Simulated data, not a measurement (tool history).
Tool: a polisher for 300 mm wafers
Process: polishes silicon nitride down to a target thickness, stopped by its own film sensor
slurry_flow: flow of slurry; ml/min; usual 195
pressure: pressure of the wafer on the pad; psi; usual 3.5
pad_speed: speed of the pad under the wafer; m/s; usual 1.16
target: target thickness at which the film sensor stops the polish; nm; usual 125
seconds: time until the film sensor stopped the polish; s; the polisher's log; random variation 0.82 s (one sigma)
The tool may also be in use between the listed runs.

run	hour	slurry_flow	pressure	pad_speed	target	wafers since the last listed run	wafers polished on this pad	hours since the slurry nozzle was cleaned	hours since the head pressure was calibrated	incoming thickness of the incoming film, nm	seconds
1	0	195	3.5	1.16	125	0	552	912.9	305.2	251.7	59.6
# hour 29.2: slurry nozzle cleaned
2	54.3	195	3.5	1.16	125	720	1273	25.1	359.5	249.4	58.1
3	113.3	195	3.5	1.16	125	797	2071	84.1	418.5	246.5	56
4	155.9	195	3.5	1.16	125	576	2647	126.7	461.1	252.2	60.7
5	215.9	195	3.5	1.16	125	811	3459	186.7	521.1	247.1	57.5
6	382.6	195	3.5	1.16	125	2254	5713	353.4	687.8	248	60.5
7	416.9	195	3.5	1.16	125	463	6177	387.7	722.1	248.9	61.5
# hour 449.5: worn pad replaced by a new one
8	471.8	195	3.5	1.16	125	688	301	442.6	777	250.3	57.3
9	583	195	3.5	1.28	125	1504	1805	553.8	888.2	250.2	54.6
10	608.2	195	3.5	1.28	125	340	2145	579	913.4	247.4	52.5
# hour 654.4: head pressure recalibrated
11	654.7	195	3.5	1.28	125	601	2747	625.5	0.3	250.5	53.7
12	687.1	195	3.5	1.16	147	438	3186	657.9	32.7	249.7	47.9
13	750.8	195	3.5	1.16	147	861	4047	721.6	96.4	252.6	50.1
14	777.4	195	3.5	1.16	125	359	4407	748.2	123	250.5	60.7
15	801.8	195	3.5	1.16	125	330	4737	772.6	147.4	250.8	59.8
16	827.6	195	2.8	1.02	108	348	5086	798.4	173.2	247.4	91.3
# hour 860.5: slurry nozzle cleaned
# hour 882.9: worn pad replaced by a new one
17	883.4	150	4.3	1.16	125	687	7	22.9	229	247.1	47.5
18	930.8	195	3.5	1.04	106	641	648	70.3	276.4	248.4	72.1
19	970.2	245	4.3	1.48	125	532	1181	109.7	315.8	248.2	37
20	1021.6	225	3.5	0.98	125	695	1876	161.1	367.2	254.7	67.4
21	1089.8	195	4.2	1	100	922	2798	229.3	435.4	252	66.9
22	1180.4	195	3.5	1.16	125	1225	4024	319.9	526	250.5	60
23	1236.4	195	3.5	1.16	125	757	4781	375.9	582	250.2	61.2
24	1276.7	215	3.1	1.4	90	545	5326	416.2	622.3	247.3	72.9
25	1330.5	265	3.9	0.86	104	727	6054	470	676.1	250	78.7
26	1357.1	195	4.4	0.82	125	359	6414	496.6	702.7	252	65.5
# hour 1395.4: worn pad replaced by a new one
27	1405.3	195	3.5	1.16	97	597	134	544.8	750.9	249.4	70.4
28	1472.5	255	3.5	1.42	125	908	1043	612	818.1	248.3	48.2
29	1513.6	195	3.5	1.16	125	555	1599	653.1	859.2	252.4	60
30	1538.5	195	3.5	1.16	125	336	1936	678	884.1	253.1	59.3
# hour 1608.4: head pressure recalibrated
31	1689.4	135	2.5	0.96	125	2013	3950	828.9	81	246.4	99.8
32	1735.7	235	3.2	1.52	125	626	4576	875.2	127.3	250.1	51.2

The next listed run, before its measurement:
# hour 1737.6: slurry nozzle cleaned
33	1780.9	195	3.5	1.16	125	597	5174	43.3	172.5	246.1	?

Run 33 gave seconds 58.6 s.
Without the tool's hidden state the same run would have given seconds 56 s.
